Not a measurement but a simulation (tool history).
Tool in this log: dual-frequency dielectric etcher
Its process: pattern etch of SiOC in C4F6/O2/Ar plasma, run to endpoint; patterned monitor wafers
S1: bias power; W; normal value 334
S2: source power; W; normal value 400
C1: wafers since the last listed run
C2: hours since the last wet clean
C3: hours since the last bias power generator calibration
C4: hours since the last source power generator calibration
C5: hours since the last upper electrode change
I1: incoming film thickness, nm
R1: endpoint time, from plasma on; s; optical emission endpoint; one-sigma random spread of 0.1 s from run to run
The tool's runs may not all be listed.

Run 1, hour 0.0: usual settings but S2 330 W; C1 0; C2 321.3; C3 2993.4; C4 2234.4; C5 370.2; I1 31.81. Result: R1 13.3 s.
Run 2, hour 56.6: usual settings but S2 330 W; C1 970; C2 377.9; C3 3050.0; C4 2291.0; C5 426.8; I1 31.84. Result: R1 13.5 s.
Run 3, hour 161.2: usual settings but S2 330 W; C1 1793; C2 482.5; C3 3154.6; C4 2395.6; C5 531.4; I1 31.77. Result: R1 13.6 s.
Run 4, hour 238.0: usual settings but S1 280 W; C1 1316; C2 559.3; C3 3231.4; C4 2472.4; C5 608.2; I1 31.73. Result: R1 14.3 s.
Run 5, hour 287.8: usual settings but S1 280 W; C1 853; C2 609.1; C3 3281.2; C4 2522.2; C5 658.0; I1 31.97. Result: R1 14.5 s.
At hour 312.2: wet clean of the chamber.
Run 6, hour 395.6: usual settings but S1 389 W, S2 340 W; C1 1436; C2 83.4; C3 3389.0; C4 2630.0; C5 765.8; I1 31.87. Result: R1 12.2 s.
Run 7, hour 462.7: usual settings but S1 389 W, S2 340 W; C1 1150; C2 150.5; C3 3456.1; C4 2697.1; C5 832.9; I1 31.66. Result: R1 12.0 s.
Run 8, hour 506.7: usual settings but S1 389 W, S2 340 W; C1 754; C2 194.5; C3 3500.1; C4 2741.1; C5 876.9; I1 31.38. Result: R1 11.9 s.
Run 9, hour 605.7: usual settings; C1 1697; C2 293.5; C3 3599.1; C4 2840.1; C5 975.9; I1 31.50. Result: R1 12.6 s.
Run 10, hour 703.8: usual settings; C1 1681; C2 391.6; C3 3697.2; C4 2938.2; C5 1074.0; I1 31.69. Result: R1 12.8 s.
Run 11, hour 796.2: usual settings; C1 1584; C2 484.0; C3 3789.6; C4 3030.6; C5 1166.4; I1 31.91. Result: R1 13.1 s.
Run 12, hour 896.2: usual settings but S1 376 W; C1 1714; C2 584.0; C3 3889.6; C4 3130.6; C5 1266.4; I1 31.61. Result: R1 12.1 s.
At hour 954.6: wet clean of the chamber.
Run 13, hour 960.5: usual settings but S1 376 W; C1 690; C2 5.9; C3 3953.9; C4 3194.9; C5 1330.7; I1 31.44. Result: R1 11.6 s.
Run 14, hour 1031.5: usual settings; C1 1217; C2 76.9; C3 4024.9; C4 3265.9; C5 1401.7; I1 31.69. Result: R1 12.6 s.
Run 15, hour 1100.8: usual settings; C1 1188; C2 146.2; C3 4094.2; C4 3335.2; C5 1471.0; I1 31.71. Result: R1 12.7 s.
Run 16, hour 1183.3: usual settings; C1 1414; C2 228.7; C3 4176.7; C4 3417.7; C5 1553.5; I1 31.74. Result: R1 12.7 s.
At hour 1264.8: bias power generator calibrated.
Run 17, hour 1286.9: usual settings; C1 1707; C2 332.3; C3 22.1; C4 3521.3; C5 1657.1; I1 31.94. Result: R1 12.9 s.
Run 18, hour 1383.7: usual settings but S2 450 W; C1 1659; C2 429.1; C3 118.9; C4 3618.1; C5 1753.9; I1 31.73. Result: R1 12.3 s.
Run 19, hour 1470.7: usual settings but S1 300 W; C1 1491; C2 516.1; C3 205.9; C4 3705.1; C5 1840.9; I1 31.51. Result: R1 13.8 s.
At hour 1498.2: wet clean of the chamber.
Run 20, hour 1565.6: usual settings; C1 1215; C2 67.4; C3 300.8; C4 3800.0; C5 1935.8; I1 31.44. Result: R1 12.4 s.
Run 21, hour 1666.9: usual settings but S1 271 W; C1 1736; C2 168.7; C3 402.1; C4 3901.3; C5 2037.1; I1 31.71. Result: R1 14.3 s.
Run 22, hour 1768.0: usual settings but S1 252 W, S2 460 W; C1 1733; C2 269.8; C3 503.2; C4 4002.4; C5 2138.2; I1 31.96. Result: R1 14.5 s.
Run 23, hour 1804.6: usual settings but S1 275 W, S2 370 W; C1 627; C2 306.4; C3 539.8; C4 4039.0; C5 2174.8; I1 31.60. Result: R1 14.5 s.
Run 24, hour 1842.3: usual settings; C1 646; C2 344.1; C3 577.5; C4 4076.7; C5 2212.5; I1 31.60. Result: R1 12.5 s.
Run 25, hour 1898.5: usual settings but S1 400 W, S2 360 W; C1 963; C2 400.3; C3 633.7; C4 4132.9; C5 2268.7; I1 31.76. Result: R1 11.9 s.
At hour 1943.5: source power generator calibrated.
Run 26, hour 1991.4: usual settings but S1 250 W, S2 430 W; C1 1524; C2 493.2; C3 726.6; C4 47.9; C5 2361.6; I1 31.79. Result: R1 15.0 s.
At hour 2035.1: wet clean of the chamber.
At hour 2051.2: upper electrode replaced.
Run 27, hour 2085.2: usual settings but S1 255 W, S2 370 W; C1 919; C2 50.1; C3 820.4; C4 141.7; C5 34.0; I1 31.74. Result: R1 14.9 s.
Run 28, hour 2161.2: usual settings but S2 470 W; C1 1302; C2 126.1; C3 896.4; C4 217.7; C5 110.0; I1 31.64. Result: R1 11.9 s.
Run 29, hour 2250.1: usual settings but S1 358 W, S2 450 W; C1 1524; C2 215.0; C3 985.3; C4 306.6; C5 198.9; I1 31.71. Result: R1 11.7 s.
Run 30, hour 2316.4: usual settings but S1 275 W, S2 470 W; C1 1136; C2 281.3; C3 1051.6; C4 372.9; C5 265.2; I1 31.80. Result: R1 13.7 s.
Run 31, hour 2374.2: usual settings; C1 990; C2 339.1; C3 1109.4; C4 430.7; C5 323.0; I1 31.80. Result: R1 12.8 s.
Run 32, hour 2570.8: usual settings but S1 289 W, S2 460 W; C1 3370; C2 535.7; C3 1306.0; C4 627.3; C5 519.6; I1 31.59. Result: R1 13.6 s.
Run 33, hour 2614.0: usual settings; C1 740; C2 578.9; C3 1349.2; C4 670.5; C5 562.8; I1 32.10. Result: R1 13.1 s.
Run 34, hour 2651.6: usual settings; C1 644; C2 616.5; C3 1386.8; C4 708.1; C5 600.4; I1 31.68. Result: R1 13.0 s.
At hour 2680.7: wet clean of the chamber.
Run 35, hour 2728.1: usual settings but S2 350 W; C1 900; C2 47.4; C3 1463.3; C4 784.6; C5 676.9; I1 32.02. Result: R1 13.2 s.
Run 36, hour 2828.9: usual settings but S1 284 W, S2 480 W; C1 1728; C2 148.2; C3 1564.1; C4 885.4; C5 777.7; I1 31.81. Result: R1 13.2 s.

Forecast each of these 3 alternatives for the next run:
Run A, hour 2829.3: usual settings but S2 500 W; C1 6; C2 148.6; C3 1564.5; C4 885.8; C5 778.1; I1 31.62. Result: R1 ?.
Run B, hour 2829.3: usual settings but S1 395 W, S2 480 W; C1 6; C2 148.6; C3 1564.5; C4 885.8; C5 778.1; I1 31.62. Result: R1 ?.
Run C, hour 2829.3: usual settings but S1 411 W, S2 490 W; C1 6; C2 148.6; C3 1564.5; C4 885.8; C5 778.1; I1 31.62. Result: R1 ?.

run    R1
  A  11.8
  B  10.9
  C  10.6
With no hidden state in the tool, these same runs would have given:
run    R1
  A  11.7
  B  10.8
  C  10.5
